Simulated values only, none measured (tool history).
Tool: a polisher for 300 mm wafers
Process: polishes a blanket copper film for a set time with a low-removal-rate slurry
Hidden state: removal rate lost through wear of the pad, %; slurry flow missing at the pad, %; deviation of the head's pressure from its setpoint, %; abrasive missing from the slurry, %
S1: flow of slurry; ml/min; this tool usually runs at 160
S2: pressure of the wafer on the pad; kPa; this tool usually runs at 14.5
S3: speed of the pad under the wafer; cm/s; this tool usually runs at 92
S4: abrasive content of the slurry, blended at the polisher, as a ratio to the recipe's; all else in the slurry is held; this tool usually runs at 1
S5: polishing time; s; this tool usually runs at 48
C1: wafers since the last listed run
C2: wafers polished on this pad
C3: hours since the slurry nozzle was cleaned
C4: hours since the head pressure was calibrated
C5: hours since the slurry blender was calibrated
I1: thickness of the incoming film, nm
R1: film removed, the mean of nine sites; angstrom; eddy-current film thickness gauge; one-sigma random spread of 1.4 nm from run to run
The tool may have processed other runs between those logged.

| run | hour | S1 | S2 | S3 | S4 | S5 | C1 | C2 | C3 | C4 | C5 | I1 | R1 |
|---|---|---|---|---|---|---|---|---|---|---|---|---|---|
| 1 | 0 | 160 | 14.5 | 92 | 1 | 48 | 0 | 263 | 73.3 | 382 | 3.8 | 689.9 | 885 |
| 2 | 37 | 160 | 14.5 | 92 | 1 | 48 | 232 | 495 | 110.3 | 419 | 40.8 | 701.7 | 858 |
| 3 | 103.2 | 160 | 14.5 | 92 | 1 | 48 | 416 | 912 | 176.5 | 485.2 | 107 | 675.3 | 849 |
| 4 | 212.6 | 160 | 14.5 | 92 | 1 | 48 | 687 | 1599 | 285.9 | 594.6 | 216.4 | 697.8 | 797 |
| 5 | 279.8 | 160 | 14.5 | 92 | 1 | 48 | 422 | 2022 | 353.1 | 661.8 | 283.6 | 690.6 | 800 |
|  | 283.6 | head pressure recalibrated |
| 6 | 306.5 | 160 | 14.5 | 92 | 1 | 48 | 155 | 2177 | 379.8 | 22.9 | 310.3 | 701.6 | 765 |
|  | 343.7 | slurry blender recalibrated |
|  | 343.9 | slurry nozzle cleaned |
|  | 361.9 | worn pad replaced by a new one |
| 7 | 371.7 | 190 | 14.5 | 92 | 1 | 48 | 371 | 61 | 27.8 | 88.1 | 28 | 691.8 | 957 |
| 8 | 430.4 | 160 | 11 | 114 | 1 | 48 | 369 | 430 | 86.5 | 146.8 | 86.7 | 681.6 | 826 |
| 9 | 491.4 | 160 | 11 | 114 | 1 | 48 | 383 | 814 | 147.5 | 207.8 | 147.7 | 693.7 | 797 |
| 10 | 515.7 | 160 | 11 | 114 | 1 | 48 | 152 | 967 | 171.8 | 232.1 | 172 | 689.8 | 790 |
| 11 | 541.9 | 160 | 14.5 | 92 | 1 | 48 | 164 | 1131 | 198 | 258.3 | 198.2 | 689 | 823 |
| 12 | 578.7 | 160 | 14.5 | 92 | 1 | 48 | 231 | 1363 | 234.8 | 295.1 | 235 | 688.4 | 833 |
| 13 | 608.4 | 135 | 16.5 | 92 | 1.15 | 48 | 186 | 1549 | 264.5 | 324.8 | 264.7 | 695.1 | 975 |
| 14 | 692.2 | 160 | 14.5 | 120 | 1 | 56 | 526 | 2076 | 348.3 | 408.6 | 348.5 | 697.2 | 1188 |
|  | 699.3 | worn pad replaced by a new one |
| 15 | 727.8 | 160 | 9.7 | 92 | 1 | 37 | 198 | 179 | 383.9 | 444.2 | 384.1 | 696.7 | 430 |
|  | 746.8 | slurry nozzle cleaned |
| 16 | 758.5 | 160 | 14.5 | 104 | 1.15 | 62 | 186 | 365 | 11.7 | 474.9 | 414.8 | 687.6 | 1342 |
|  | 770.9 | slurry blender recalibrated |
| 17 | 785.8 | 200 | 14.5 | 110 | 1 | 48 | 159 | 525 | 39 | 502.2 | 14.9 | 695.4 | 1056 |
| 18 | 825.5 | 160 | 14.5 | 92 | 1 | 48 | 249 | 774 | 78.7 | 541.9 | 54.6 | 692 | 870 |
| 19 | 866.1 | 160 | 18.6 | 92 | 1 | 54 | 255 | 1029 | 119.3 | 582.5 | 95.2 | 686 | 1218 |
| 20 | 915 | 160 | 14.5 | 92 | 1 | 60 | 307 | 1337 | 168.2 | 631.4 | 144.1 | 693.5 | 1032 |
|  | 961.3 | head pressure recalibrated |
| 21 | 985.4 | 160 | 14.5 | 106 | 1 | 48 | 430 | 1767 | 238.6 | 24.1 | 214.5 | 701.4 | 920 |
| 22 | 1022.8 | 160 | 14.5 | 92 | 0.9 | 54 | 235 | 2002 | 276 | 61.5 | 251.9 | 702.9 | 888 |
|  | 1058.6 | worn pad replaced by a new one |
| 23 | 1069.4 | 160 | 10.3 | 92 | 0.85 | 36 | 267 | 68 | 322.6 | 108.1 | 298.5 | 697 | 434 |
|  | 1112.1 | slurry nozzle cleaned |
| 24 | 1120.1 | 160 | 14.5 | 92 | 1 | 48 | 312 | 380 | 8 | 158.8 | 349.2 | 696.7 | 888 |
|  | 1147.4 | slurry blender recalibrated |
| 25 | 1178.3 | 160 | 15.9 | 92 | 1 | 48 | 353 | 733 | 66.2 | 217 | 30.9 | 683.1 | 966 |
| 26 | 1243.3 | 135 | 14.5 | 92 | 1.15 | 48 | 408 | 1142 | 131.2 | 282 | 95.9 | 695.6 | 845 |
| 27 | 1314.4 | 160 | 14.5 | 92 | 1.1 | 48 | 446 | 1589 | 202.3 | 353.1 | 167 | 681.6 | 842 |
| 28 | 1373.8 | 160 | 14.5 | 92 | 1 | 48 | 373 | 1962 | 261.7 | 412.5 | 226.4 | 687.9 | 810 |
| 29 | 1411.7 | 160 | 14.5 | 92 | 1.2 | 48 | 238 | 2201 | 299.6 | 450.4 | 264.3 | 691.1 | 865 |
|  | 1463.3 | worn pad replaced by a new one |
| 30 | 1482.6 | 160 | 11 | 92 | 1 | 48 | 420 | 121 | 370.5 | 521.3 | 335.2 | 686.9 | 635 |

What if the next run were any one of these 4? Each begins from the tool's condition after run 30:
| A | 1483 | 160 | 14.5 | 92 | 1 | 48 | 2 | 123 | 370.9 | 521.7 | 335.6 | 698.5 | ? |
| B | 1483 | 160 | 14.5 | 92 | 1 | 33 | 2 | 123 | 370.9 | 521.7 | 335.6 | 698.5 | ? |
| C | 1483 | 160 | 14.5 | 92 | 1 | 54 | 2 | 123 | 370.9 | 521.7 | 335.6 | 698.5 | ? |
| D | 1483 | 135 | 19.3 | 92 | 1 | 48 | 2 | 123 | 370.9 | 521.7 | 335.6 | 698.5 | ? |

| run | R1 |
|---|---|
| A | 860 |
| B | 591 |
| C | 968 |
| D | 1109 |
What these runs would have given with no unlogged condition in the tool:
| run | R1 |
|---|---|
| A | 945 |
| B | 650 |
| C | 1063 |
| D | 1228 |
